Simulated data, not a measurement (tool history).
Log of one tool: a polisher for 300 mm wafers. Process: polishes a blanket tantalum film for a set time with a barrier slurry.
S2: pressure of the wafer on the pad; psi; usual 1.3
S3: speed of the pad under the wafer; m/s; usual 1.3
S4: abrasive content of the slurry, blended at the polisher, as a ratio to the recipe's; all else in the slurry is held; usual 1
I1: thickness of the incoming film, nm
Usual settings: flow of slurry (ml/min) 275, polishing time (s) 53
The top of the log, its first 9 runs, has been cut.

run 10 hour=784.6 | flow_of_slurry_(ml/min)=275 S2=1.3 S3=1.3 S4=1 polishing_time_(s)=53 | I1=482.4 | film_removed_(angstrom)=621
run 11 hour=855.1 | flow_of_slurry_(ml/min)=195 S2=1.3 S3=1.62 S4=1.2 polishing_time_(s)=66 | I1=483.5 | film_removed_(angstrom)=926
run 12 hour=902 | flow_of_slurry_(ml/min)=275 S2=1.1 S3=1.3 S4=1.3 polishing_time_(s)=59 | I1=481.6 | film_removed_(angstrom)=690
-- hour=973.5 slurry blender recalibrated
-- hour=1076 slurry nozzle cleaned
run 13 hour=1131.3 | flow_of_slurry_(ml/min)=225 S2=1.7 S3=1.3 S4=1.15 polishing_time_(s)=66 | I1=480.3 | film_removed_(angstrom)=919
run 14 hour=1185.4 | flow_of_slurry_(ml/min)=330 S2=1.3 S3=0.9 S4=1 polishing_time_(s)=53 | I1=471.3 | film_removed_(angstrom)=509
run 15 hour=1282.7 | flow_of_slurry_(ml/min)=365 S2=1.6 S3=1.3 S4=0.8 polishing_time_(s)=34 | I1=479 | film_removed_(angstrom)=410
-- hour=1299.6 worn pad replaced by a new one
run 16 hour=1551.1 | flow_of_slurry_(ml/min)=275 S2=1.3 S3=1.3 S4=1 polishing_time_(s)=53 | I1=489.6 | film_removed_(angstrom)=634
-- hour=1593 head pressure recalibrated
run 17 hour=1593.7 | flow_of_slurry_(ml/min)=275 S2=1.5 S3=1.3 S4=1.1 polishing_time_(s)=53 | I1=482.6 | film_removed_(angstrom)=699
-- hour=1700 slurry blender recalibrated
run 18 hour=1701.2 | flow_of_slurry_(ml/min)=230 S2=1.3 S3=1.3 S4=0.7 polishing_time_(s)=53 | I1=482.5 | film_removed_(angstrom)=528
run 19 hour=1741.6 | flow_of_slurry_(ml/min)=275 S2=1.3 S3=1.72 S4=0.9 polishing_time_(s)=53 | I1=474.8 | film_removed_(angstrom)=701
run 20 hour=1819.4 | flow_of_slurry_(ml/min)=275 S2=1.3 S3=1.44 S4=1 polishing_time_(s)=53 | I1=486.6 | film_removed_(angstrom)=654
run 21 hour=1906 | flow_of_slurry_(ml/min)=275 S2=1.3 S3=1.3 S4=1 polishing_time_(s)=53 | I1=484.6 | film_removed_(angstrom)=612
run 22 hour=1978.3 | flow_of_slurry_(ml/min)=275 S2=1.3 S3=1.3 S4=1 polishing_time_(s)=53 | I1=477.6 | film_removed_(angstrom)=596
-- hour=2031.7 slurry nozzle cleaned
run 23 hour=2032.2 | flow_of_slurry_(ml/min)=275 S2=1.3 S3=1.1 S4=1 polishing_time_(s)=53 | I1=472.9 | film_removed_(angstrom)=538
-- hour=2074.3 worn pad replaced by a new one
run 24 hour=2110.1 | flow_of_slurry_(ml/min)=230 S2=1 S3=1.3 S4=1.15 polishing_time_(s)=43 | I1=475.5 | film_removed_(angstrom)=499
run 25 hour=2159.5 | flow_of_slurry_(ml/min)=185 S2=1.3 S3=1.54 S4=1.2 polishing_time_(s)=53 | I1=476.3 | film_removed_(angstrom)=753
run 26 hour=2206.5 | flow_of_slurry_(ml/min)=320 S2=1.5 S3=1.3 S4=0.85 polishing_time_(s)=63 | I1=476.9 | film_removed_(angstrom)=809
run 27 hour=2260.7 | flow_of_slurry_(ml/min)=275 S2=1 S3=1.3 S4=1.2 polishing_time_(s)=70 | I1=478.9 | film_removed_(angstrom)=810
run 28 hour=2354.8 | flow_of_slurry_(ml/min)=310 S2=1.3 S3=0.84 S4=1 polishing_time_(s)=53 | I1=469.5 | film_removed_(angstrom)=505
-- hour=2438.1 head pressure recalibrated
run 29 hour=2452.7 | flow_of_slurry_(ml/min)=275 S2=1.3 S3=0.94 S4=1 polishing_time_(s)=47 | I1=483.6 | film_removed_(angstrom)=459
-- hour=2511.3 slurry blender recalibrated
run 30 hour=2537 | flow_of_slurry_(ml/min)=275 S2=1.3 S3=1 S4=0.9 polishing_time_(s)=53 | I1=481.2 | film_removed_(angstrom)=501

Predict each of these 4 candidate next runs independently; none follows another, all start after run 30:
run A hour=2537.4 | flow_of_slurry_(ml/min)=275 S2=1.3 S3=1.3 S4=1 polishing_time_(s)=53 | I1=478.9 | film_removed_(angstrom)=?
run B hour=2537.4 | flow_of_slurry_(ml/min)=275 S2=1.3 S3=1.3 S4=1 polishing_time_(s)=45 | I1=478.9 | film_removed_(angstrom)=?
run C hour=2537.4 | flow_of_slurry_(ml/min)=250 S2=1.5 S3=1.18 S4=1.25 polishing_time_(s)=53 | I1=478.9 | film_removed_(angstrom)=?
run D hour=2537.4 | flow_of_slurry_(ml/min)=310 S2=1.3 S3=1.3 S4=1 polishing_time_(s)=53 | I1=478.9 | film_removed_(angstrom)=?

run=A film_removed_(angstrom)=613
run=B film_removed_(angstrom)=520
run=C film_removed_(angstrom)=670
run=D film_removed_(angstrom)=617
Stripped of hidden state, with their random variation kept, the same runs would have yielded:
run=A film_removed_(angstrom)=684
run=B film_removed_(angstrom)=581
run=C film_removed_(angstrom)=748
run=D film_removed_(angstrom)=690
